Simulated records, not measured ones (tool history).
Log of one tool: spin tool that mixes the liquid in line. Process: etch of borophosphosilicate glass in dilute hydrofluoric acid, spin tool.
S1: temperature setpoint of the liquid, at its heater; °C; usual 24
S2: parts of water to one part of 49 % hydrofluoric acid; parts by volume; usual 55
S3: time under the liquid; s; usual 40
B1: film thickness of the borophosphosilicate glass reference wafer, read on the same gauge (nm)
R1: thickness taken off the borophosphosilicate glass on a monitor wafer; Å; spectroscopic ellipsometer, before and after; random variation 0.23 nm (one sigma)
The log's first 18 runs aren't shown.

| run | hour | S1 | S2 | S3 | B1 | R1 |
|---|---|---|---|---|---|---|
| 19 | 294.3 | 28.5 | 40 | 60 | 60.01 | 538.7 |
| 20 | 310 | 21 | 45 | 30 | 59.98 | 171.8 |
|  | 311.2 | hydrofluoric acid flow meter replaced |
| 21 | 318.5 | 23 | 55 | 55 | 60.01 | 307 |
| 22 | 324.7 | 27.5 | 65 | 65 | 60.03 | 365.1 |
| 23 | 338.3 | 26.5 | 40 | 30 | 59.99 | 272.6 |
| 24 | 351.5 | 24 | 55 | 40 | 60.01 | 234 |
| 25 | 366.7 | 28.5 | 55 | 40 | 59.99 | 276.3 |
|  | 377.4 | gauge calibrated |
| 26 | 379.7 | 20 | 55 | 15 | 60 | 74 |
| 27 | 389.3 | 22.5 | 80 | 40 | 60.01 | 145.8 |
| 28 | 397.4 | 24 | 55 | 40 | 60.06 | 235.2 |
| 29 | 404.9 | 24 | 55 | 40 | 60 | 234.6 |
| 30 | 420.5 | 24 | 55 | 40 | 59.97 | 233.6 |
| 31 | 431.7 | 24 | 55 | 40 | 59.99 | 235.5 |
| 32 | 471.3 | 26.5 | 30 | 20 | 59.97 | 243.7 |

Forecast each of these 4 alternatives for the next run:
| A | 471.7 | 24 | 40 | 40 | ? | ? |
| B | 471.7 | 24 | 75 | 40 | ? | ? |
| C | 471.7 | 24 | 45 | 20 | ? | ? |
| D | 471.7 | 20.5 | 35 | 50 | ? | ? |

| run | B1 | R1 |
|---|---|---|
| A | 60 | 328.4 |
| B | 60 | 167.2 |
| C | 60 | 145 |
| D | 60 | 407.5 |
Without the tool's hidden state the same runs would have given:
| run | R1 |
|---|---|
| A | 335.2 |
| B | 170.8 |
| C | 148 |
| D | 415.9 |

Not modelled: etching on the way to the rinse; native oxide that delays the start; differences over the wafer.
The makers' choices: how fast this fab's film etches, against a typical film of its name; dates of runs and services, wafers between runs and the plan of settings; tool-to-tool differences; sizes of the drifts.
